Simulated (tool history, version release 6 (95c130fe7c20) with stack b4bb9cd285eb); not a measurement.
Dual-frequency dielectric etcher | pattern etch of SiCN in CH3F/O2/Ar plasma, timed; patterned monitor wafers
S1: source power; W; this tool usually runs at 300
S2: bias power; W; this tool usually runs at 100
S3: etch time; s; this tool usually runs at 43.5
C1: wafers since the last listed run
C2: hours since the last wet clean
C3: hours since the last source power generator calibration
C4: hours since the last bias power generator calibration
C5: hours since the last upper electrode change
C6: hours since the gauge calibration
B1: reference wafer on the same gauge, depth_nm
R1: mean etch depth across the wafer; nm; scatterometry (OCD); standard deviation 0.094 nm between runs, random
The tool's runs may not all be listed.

run,hour,S1,S2,S3,C1,C2,C3,C4,C5,C6,B1,R1
1,0,300,100,52.5,0,96,1046.5,2173.9,1417.4,645.7,19.32,20.38
2,139.8,300,100,43.5,2252,235.8,1186.3,2313.7,1557.2,785.5,19.32,16.68
3,181.7,300,100,43.5,675,277.7,1228.2,2355.6,1599.1,827.4,19.33,16.7
# hour 226.3: wet clean of the chamber
4,239.8,300,100,43.5,549,13.5,1286.3,2413.7,1657.2,885.5,19.27,16.22
5,281.5,300,100,43.5,671,55.2,1328,2455.4,1698.9,927.2,19.3,16.16
6,314.1,340,100,43.5,525,87.8,1360.6,2488,1731.5,959.8,19.3,17.01
7,369.5,300,100,43.5,892,143.2,1416,2543.4,1786.9,1015.2,19.3,16.02
8,438.5,300,100,43.5,1111,212.2,1485,2612.4,1855.9,1084.2,19.3,16.02
# hour 511: upper electrode replaced
9,511.5,300,100,43.5,789,285.2,1558,2685.4,0.5,1157.2,19.29,15.86
# hour 534.8: bias power generator calibrated
# hour 563.1: wet clean of the chamber, repeated, since the last time left the tool worse
10,563.6,300,100,43.5,388,0.5,1610.1,28.8,52.6,1209.3,19.28,17.04
11,593.3,300,114,53,478,30.2,1639.8,58.5,82.3,1239,19.3,21.92
12,642.7,260,100,43.5,795,79.6,1689.2,107.9,131.7,1288.4,19.3,16.08
13,693,260,100,43.5,810,129.9,1739.5,158.2,182,1338.7,19.32,15.93
# hour 731.8: source power generator calibrated
14,757.5,300,100,43.5,974,194.4,25.7,222.7,246.5,1403.2,19.32,16.86
15,807.2,300,100,43.5,800,244.1,75.4,272.4,296.2,1452.9,19.32,16.75
16,838.3,360,111,37.5,501,275.2,106.5,303.5,327.3,1484,19.28,16.06
17,876.4,270,108,32,613,313.3,144.6,341.6,365.4,1522.1,19.35,12.29
# hour 932.8: wet clean of the chamber
18,933.3,300,100,43.5,530,0.5,201.5,398.5,422.3,1579,19.28,16.9

Run 19 has not been measured yet. What should we expect?
19,982.5,300,100,43.5,792,49.7,250.7,447.7,471.5,1628.2,?,?

Run 19 came out at B1 19.32, R1 16.76 nm.
The same run, on a tool lacking any hidden state, would have yielded R1 16.88 nm.

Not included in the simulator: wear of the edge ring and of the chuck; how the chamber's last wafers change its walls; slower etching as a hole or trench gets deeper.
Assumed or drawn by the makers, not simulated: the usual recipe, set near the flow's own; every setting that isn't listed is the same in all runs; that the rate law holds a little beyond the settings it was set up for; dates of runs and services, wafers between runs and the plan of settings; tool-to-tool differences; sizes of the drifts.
